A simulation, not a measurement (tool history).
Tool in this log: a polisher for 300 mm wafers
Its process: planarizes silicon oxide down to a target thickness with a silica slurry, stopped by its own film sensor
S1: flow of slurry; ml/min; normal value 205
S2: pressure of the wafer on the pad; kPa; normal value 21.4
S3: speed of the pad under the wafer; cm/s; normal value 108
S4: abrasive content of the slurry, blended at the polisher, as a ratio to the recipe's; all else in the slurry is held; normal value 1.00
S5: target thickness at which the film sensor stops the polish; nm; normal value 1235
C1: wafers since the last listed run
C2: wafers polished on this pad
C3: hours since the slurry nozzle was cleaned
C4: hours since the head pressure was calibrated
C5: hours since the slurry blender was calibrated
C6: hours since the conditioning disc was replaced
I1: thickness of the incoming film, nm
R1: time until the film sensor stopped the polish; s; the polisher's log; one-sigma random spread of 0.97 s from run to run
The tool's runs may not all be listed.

Run 1, hour 0.0: usual settings; C1 0; C2 96; C3 743.3; C4 481.2; C5 56.0; C6 194.0; I1 1402.3. Result: R1 63.8 s.
At hour 2.5: slurry nozzle cleaned.
Run 2, hour 13.6: usual settings; C1 166; C2 262; C3 11.1; C4 494.8; C5 69.6; C6 207.6; I1 1391.7. Result: R1 60.6 s.
Run 3, hour 29.3: usual settings; C1 207; C2 470; C3 26.8; C4 510.5; C5 85.3; C6 223.3; I1 1406.0. Result: R1 67.1 s.
Run 4, hour 46.8: usual settings but S2 24.8 kPa, S4 1.25; C1 231; C2 702; C3 44.3; C4 528.0; C5 102.8; C6 240.8; I1 1378.4. Result: R1 42.3 s.
Run 5, hour 59.7: usual settings but S3 138 cm/s, S5 1254 nm; C1 170; C2 872; C3 57.2; C4 540.9; C5 115.7; C6 253.7; I1 1386.9. Result: R1 42.2 s.
Run 6, hour 84.8: usual settings; C1 332; C2 1204; C3 82.3; C4 566.0; C5 140.8; C6 278.8; I1 1370.0. Result: R1 52.1 s.
At hour 91.0: head pressure recalibrated.
At hour 104.6: worn pad replaced by a new one.
Run 7, hour 105.1: usual settings; C1 189; C2 6; C3 102.6; C4 14.1; C5 161.1; C6 299.1; I1 1385.3. Result: R1 57.1 s.
Run 8, hour 110.8: usual settings but S1 160 ml/min, S3 70 cm/s; C1 75; C2 81; C3 108.3; C4 19.8; C5 166.8; C6 304.8; I1 1379.3. Result: R1 78.1 s.
Run 9, hour 117.3: usual settings but S4 1.25; C1 85; C2 167; C3 114.8; C4 26.3; C5 173.3; C6 311.3; I1 1361.1. Result: R1 45.8 s.
Run 10, hour 131.3: usual settings; C1 185; C2 352; C3 128.8; C4 40.3; C5 187.3; C6 325.3; I1 1369.5. Result: R1 52.1 s.
At hour 138.8: slurry blender recalibrated.
Run 11, hour 146.5: usual settings but S2 28.3 kPa, S4 1.20; C1 174; C2 527; C3 144.0; C4 55.5; C5 7.7; C6 340.5; I1 1377.4. Result: R1 40.0 s.
Run 12, hour 163.7: usual settings but S1 155 ml/min, S3 138 cm/s; C1 227; C2 754; C3 161.2; C4 72.7; C5 24.9; C6 357.7; I1 1395.0. Result: R1 54.8 s.
Run 13, hour 179.8: usual settings; C1 212; C2 967; C3 177.3; C4 88.8; C5 41.0; C6 373.8; I1 1405.9. Result: R1 65.0 s.
At hour 187.4: conditioning disc replaced and pad reconditioned.
Run 14, hour 190.1: usual settings but S1 240 ml/min, S2 26.2 kPa, S4 0.90, S5 1265 nm; C1 109; C2 1077; C3 187.6; C4 99.1; C5 51.3; C6 2.7; I1 1399.6. Result: R1 40.4 s.
At hour 201.3: worn pad replaced by a new one.
Run 15, hour 201.8: usual settings but S2 15.2 kPa, S3 128 cm/s, S5 1262 nm; C1 101; C2 6; C3 199.3; C4 110.8; C5 63.0; C6 14.4; I1 1396.4. Result: R1 61.5 s.
Run 16, hour 211.0: usual settings but S4 0.90, S5 1288 nm; C1 121; C2 128; C3 208.5; C4 120.0; C5 72.2; C6 23.6; I1 1397.6. Result: R1 42.4 s.
Run 17, hour 226.1: usual settings; C1 199; C2 327; C3 223.6; C4 135.1; C5 87.3; C6 38.7; I1 1378.2. Result: R1 53.1 s.
Run 18, hour 235.0: usual settings; C1 117; C2 445; C3 232.5; C4 144.0; C5 96.2; C6 47.6; I1 1378.8. Result: R1 50.9 s.
Run 19, hour 242.8: usual settings; C1 103; C2 548; C3 240.3; C4 151.8; C5 104.0; C6 55.4; I1 1389.7. Result: R1 57.1 s.
Run 20, hour 260.3: usual settings; C1 231; C2 780; C3 257.8; C4 169.3; C5 121.5; C6 72.9; I1 1385.7. Result: R1 54.8 s.
Run 21, hour 269.6: usual settings but S2 14.5 kPa, S4 0.85; C1 123; C2 903; C3 267.1; C4 178.6; C5 130.8; C6 82.2; I1 1391.7. Result: R1 87.8 s.
Run 22, hour 281.6: usual settings but S1 150 ml/min, S5 1265 nm; C1 158; C2 1062; C3 279.1; C4 190.6; C5 142.8; C6 94.2; I1 1368.9. Result: R1 41.2 s.
Run 23, hour 295.0: usual settings but S3 72 cm/s, S4 1.15; C1 177; C2 1239; C3 292.5; C4 204.0; C5 156.2; C6 107.6; I1 1408.6. Result: R1 84.1 s.
At hour 302.9: worn pad replaced by a new one.
At hour 306.6: slurry blender recalibrated.
Run 24, hour 310.3: usual settings but S2 27.6 kPa, S3 86 cm/s, S4 1.30; C1 123; C2 71; C3 307.8; C4 219.3; C5 3.7; C6 122.9; I1 1416.8. Result: R1 57.5 s.

State the hidden condition of the tool at each of the runs:
removal rate lost through wear of the pad, %: 0 in every run
slurry flow missing at the pad, %: 0 in every run
deviation of the head's pressure from its setpoint, %: 0 in every run
abrasive missing from the slurry, %: 0 in every run
H1: time polished since the conditioner stopped cutting, s
run    H1
  1  95.8
  2  98.8
  3   102
  4   105
  5   107
  6   110
  7   113
  8   113
  9   114
 10   115
 11   117
 12   118
 13   119
 14  9.66
 15  19.3
 16  26.4
 17    37
 18  42.8
 19  47.5
 20  57.3
 21  62.1
 22  67.8
 23  73.6
 24  79.6
